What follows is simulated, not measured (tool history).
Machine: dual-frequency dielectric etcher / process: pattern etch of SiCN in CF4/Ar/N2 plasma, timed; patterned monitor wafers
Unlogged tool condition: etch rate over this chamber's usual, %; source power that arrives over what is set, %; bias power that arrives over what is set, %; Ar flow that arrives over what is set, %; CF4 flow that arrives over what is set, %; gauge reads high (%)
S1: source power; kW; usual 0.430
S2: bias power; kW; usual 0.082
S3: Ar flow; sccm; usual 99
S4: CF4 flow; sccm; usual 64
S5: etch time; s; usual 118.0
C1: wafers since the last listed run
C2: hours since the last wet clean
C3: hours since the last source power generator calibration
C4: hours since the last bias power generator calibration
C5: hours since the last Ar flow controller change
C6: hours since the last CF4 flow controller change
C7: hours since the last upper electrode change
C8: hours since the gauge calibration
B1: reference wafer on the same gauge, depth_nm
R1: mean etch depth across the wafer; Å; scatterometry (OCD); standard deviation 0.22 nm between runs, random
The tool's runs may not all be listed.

run 1 hour=0.0 | S1=0.460 S2=0.082 S3=99 S4=56 S5=118.0 | C1=0 C2=425.4 C3=1924.8 C4=38.6 C5=4440.4 C6=1612.0 C7=144.5 C8=1804.4 | B1=96.0 | R1=1050
run 2 hour=27.3 | S1=0.430 S2=0.082 S3=99 S4=64 S5=118.0 | C1=150 C2=452.7 C3=1952.1 C4=65.9 C5=4467.7 C6=1639.3 C7=171.8 C8=1831.7 | B1=96.0 | R1=1014
-- hour=51.5 source power generator calibrated
run 3 hour=54.7 | S1=0.340 S2=0.082 S3=99 S4=59 S5=130.0 | C1=129 C2=480.1 C3=3.2 C4=93.3 C5=4495.1 C6=1666.7 C7=199.2 C8=1859.1 | B1=96.0 | R1=917
run 4 hour=93.2 | S1=0.430 S2=0.082 S3=99 S4=64 S5=118.0 | C1=212 C2=518.6 C3=41.7 C4=131.8 C5=4533.6 C6=1705.2 C7=237.7 C8=1897.6 | B1=96.0 | R1=1030
run 5 hour=164.8 | S1=0.430 S2=0.082 S3=99 S4=60 S5=87.0 | C1=395 C2=590.2 C3=113.3 C4=203.4 C5=4605.2 C6=1776.8 C7=309.3 C8=1969.2 | B1=96.0 | R1=746
-- hour=188.5 CF4 flow controller replaced
-- hour=235.3 wet clean of the chamber
run 6 hour=235.8 | S1=0.360 S2=0.082 S3=86 S4=78 S5=118.0 | C1=226 C2=0.5 C3=184.3 C4=274.4 C5=4676.2 C6=47.3 C7=380.3 C8=2040.2 | B1=96.0 | R1=932
-- hour=246.7 gauge calibrated
-- hour=256.9 Ar flow controller replaced
run 7 hour=295.7 | S1=0.430 S2=0.082 S3=99 S4=73 S5=118.0 | C1=297 C2=60.4 C3=244.2 C4=334.3 C5=38.8 C6=107.2 C7=440.2 C8=49.0 | B1=95.9 | R1=1054
run 8 hour=328.7 | S1=0.430 S2=0.082 S3=99 S4=64 S5=136.5 | C1=182 C2=93.4 C3=277.2 C4=367.3 C5=71.8 C6=140.2 C7=473.2 C8=82.0 | B1=96.0 | R1=1188
run 9 hour=393.9 | S1=0.430 S2=0.082 S3=99 S4=64 S5=118.0 | C1=360 C2=158.6 C3=342.4 C4=432.5 C5=137.0 C6=205.4 C7=538.4 C8=147.2 | B1=96.0 | R1=1032
run 10 hour=418.0 | S1=0.430 S2=0.082 S3=99 S4=64 S5=148.5 | C1=133 C2=182.7 C3=366.5 C4=456.6 C5=161.1 C6=229.5 C7=562.5 C8=171.3 | B1=96.0 | R1=1290
run 11 hour=462.7 | S1=0.530 S2=0.082 S3=121 S4=64 S5=118.0 | C1=246 C2=227.4 C3=411.2 C4=501.3 C5=205.8 C6=274.2 C7=607.2 C8=216.0 | B1=96.0 | R1=1192

For run 12, what comes out?
run 12 hour=516.3 | S1=0.430 S2=0.082 S3=99 S4=64 S5=118.0 | C1=295 C2=281.0 C3=464.8 C4=554.9 C5=259.4 C6=327.8 C7=660.8 C8=269.6 | B1=? | R1=?

B1: 96.0
R1: 1030 Å
The same run, on a tool lacking any hidden state, would have yielded R1 1034 Å.

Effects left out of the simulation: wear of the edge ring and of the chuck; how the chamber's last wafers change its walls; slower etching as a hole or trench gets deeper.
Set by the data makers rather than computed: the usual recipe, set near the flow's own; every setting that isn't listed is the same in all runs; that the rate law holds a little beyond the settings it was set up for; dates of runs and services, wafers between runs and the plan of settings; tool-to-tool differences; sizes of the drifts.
